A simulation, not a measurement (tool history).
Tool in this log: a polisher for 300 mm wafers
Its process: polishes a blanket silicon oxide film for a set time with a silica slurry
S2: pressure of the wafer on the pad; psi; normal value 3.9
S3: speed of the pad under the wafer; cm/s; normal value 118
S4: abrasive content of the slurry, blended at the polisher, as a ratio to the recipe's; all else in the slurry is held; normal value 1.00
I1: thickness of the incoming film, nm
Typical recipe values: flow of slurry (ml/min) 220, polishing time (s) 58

run 1 hour=0.0 | flow_of_slurry_(ml/min)=200 S2=3.9 S3=118 S4=1.00 polishing_time_(s)=58 | I1=1331.0 | film_removed_(angstrom)=1485
run 2 hour=14.4 | flow_of_slurry_(ml/min)=200 S2=3.9 S3=118 S4=1.00 polishing_time_(s)=58 | I1=1364.3 | film_removed_(angstrom)=1477
run 3 hour=46.9 | flow_of_slurry_(ml/min)=200 S2=3.9 S3=118 S4=1.00 polishing_time_(s)=58 | I1=1342.1 | film_removed_(angstrom)=1466
-- hour=58.4 slurry blender recalibrated
-- hour=91.8 conditioning disc replaced and pad reconditioned
run 4 hour=95.5 | flow_of_slurry_(ml/min)=220 S2=3.9 S3=134 S4=1.00 polishing_time_(s)=58 | I1=1359.8 | film_removed_(angstrom)=1768
run 5 hour=108.9 | flow_of_slurry_(ml/min)=220 S2=5.0 S3=118 S4=1.00 polishing_time_(s)=58 | I1=1343.3 | film_removed_(angstrom)=2149
-- hour=124.8 worn pad replaced by a new one
run 6 hour=125.3 | flow_of_slurry_(ml/min)=190 S2=2.6 S3=118 S4=1.00 polishing_time_(s)=58 | I1=1347.9 | film_removed_(angstrom)=1078
run 7 hour=143.0 | flow_of_slurry_(ml/min)=220 S2=3.9 S3=118 S4=1.00 polishing_time_(s)=58 | I1=1369.4 | film_removed_(angstrom)=1691
run 8 hour=171.1 | flow_of_slurry_(ml/min)=220 S2=3.9 S3=140 S4=1.00 polishing_time_(s)=58 | I1=1375.9 | film_removed_(angstrom)=1823
run 9 hour=197.6 | flow_of_slurry_(ml/min)=220 S2=3.5 S3=118 S4=1.00 polishing_time_(s)=69 | I1=1360.2 | film_removed_(angstrom)=1786
run 10 hour=217.3 | flow_of_slurry_(ml/min)=220 S2=3.9 S3=118 S4=1.00 polishing_time_(s)=58 | I1=1360.4 | film_removed_(angstrom)=1646
run 11 hour=235.7 | flow_of_slurry_(ml/min)=220 S2=3.9 S3=118 S4=1.00 polishing_time_(s)=58 | I1=1367.1 | film_removed_(angstrom)=1652
run 12 hour=248.1 | flow_of_slurry_(ml/min)=220 S2=3.9 S3=118 S4=1.00 polishing_time_(s)=58 | I1=1360.1 | film_removed_(angstrom)=1655
run 13 hour=263.2 | flow_of_slurry_(ml/min)=180 S2=3.9 S3=104 S4=1.30 polishing_time_(s)=64 | I1=1368.9 | film_removed_(angstrom)=1815
run 14 hour=296.3 | flow_of_slurry_(ml/min)=240 S2=3.9 S3=118 S4=1.00 polishing_time_(s)=58 | I1=1334.7 | film_removed_(angstrom)=1645
-- hour=320.5 slurry blender recalibrated
run 15 hour=331.8 | flow_of_slurry_(ml/min)=285 S2=2.6 S3=132 S4=1.15 polishing_time_(s)=58 | I1=1352.7 | film_removed_(angstrom)=1270
-- hour=338.3 worn pad replaced by a new one
run 16 hour=346.3 | flow_of_slurry_(ml/min)=220 S2=3.5 S3=118 S4=1.00 polishing_time_(s)=69 | I1=1362.5 | film_removed_(angstrom)=1740
run 17 hour=374.4 | flow_of_slurry_(ml/min)=265 S2=3.9 S3=148 S4=1.30 polishing_time_(s)=58 | I1=1362.1 | film_removed_(angstrom)=2009
-- hour=396.8 head pressure recalibrated
run 18 hour=405.5 | flow_of_slurry_(ml/min)=150 S2=2.8 S3=132 S4=1.00 polishing_time_(s)=43 | I1=1366.1 | film_removed_(angstrom)=856
run 19 hour=432.7 | flow_of_slurry_(ml/min)=220 S2=3.9 S3=138 S4=0.70 polishing_time_(s)=71 | I1=1373.5 | film_removed_(angstrom)=1777
run 20 hour=465.7 | flow_of_slurry_(ml/min)=220 S2=3.1 S3=118 S4=1.00 polishing_time_(s)=76 | I1=1382.5 | film_removed_(angstrom)=1657
run 21 hour=500.6 | flow_of_slurry_(ml/min)=220 S2=3.9 S3=118 S4=1.00 polishing_time_(s)=58 | I1=1351.6 | film_removed_(angstrom)=1517
-- hour=531.6 slurry blender recalibrated
run 22 hour=535.7 | flow_of_slurry_(ml/min)=245 S2=3.9 S3=118 S4=0.70 polishing_time_(s)=65 | I1=1380.7 | film_removed_(angstrom)=1471
-- hour=553.8 worn pad replaced by a new one
run 23 hour=554.3 | flow_of_slurry_(ml/min)=220 S2=3.9 S3=118 S4=1.00 polishing_time_(s)=66 | I1=1352.3 | film_removed_(angstrom)=1708
run 24 hour=571.4 | flow_of_slurry_(ml/min)=220 S2=3.4 S3=118 S4=1.00 polishing_time_(s)=49 | I1=1381.3 | film_removed_(angstrom)=1114
-- hour=587.6 conditioning disc replaced and pad reconditioned
run 25 hour=592.3 | flow_of_slurry_(ml/min)=220 S2=5.3 S3=118 S4=1.00 polishing_time_(s)=58 | I1=1330.5 | film_removed_(angstrom)=2261
run 26 hour=604.6 | flow_of_slurry_(ml/min)=220 S2=3.9 S3=118 S4=1.00 polishing_time_(s)=58 | I1=1344.5 | film_removed_(angstrom)=1624

What if the next run were any one of these 4? Each begins from the tool's condition after run 26:
run A hour=605.0 | flow_of_slurry_(ml/min)=285 S2=3.9 S3=118 S4=1.00 polishing_time_(s)=58 | I1=1374.3 | film_removed_(angstrom)=?
run B hour=605.0 | flow_of_slurry_(ml/min)=170 S2=5.3 S3=118 S4=0.90 polishing_time_(s)=43 | I1=1374.3 | film_removed_(angstrom)=?
run C hour=605.0 | flow_of_slurry_(ml/min)=220 S2=4.5 S3=96 S4=1.00 polishing_time_(s)=58 | I1=1374.3 | film_removed_(angstrom)=?
run D hour=605.0 | flow_of_slurry_(ml/min)=220 S2=4.7 S3=118 S4=1.00 polishing_time_(s)=72 | I1=1374.3 | film_removed_(angstrom)=?

run=A film_removed_(angstrom)=1721
run=B film_removed_(angstrom)=1536
run=C film_removed_(angstrom)=1752
run=D film_removed_(angstrom)=2491
With the hidden condition removed and each run's random variation left untouched, the same runs would have given:
run=A film_removed_(angstrom)=1750
run=B film_removed_(angstrom)=1571
run=C film_removed_(angstrom)=1782
run=D film_removed_(angstrom)=2540
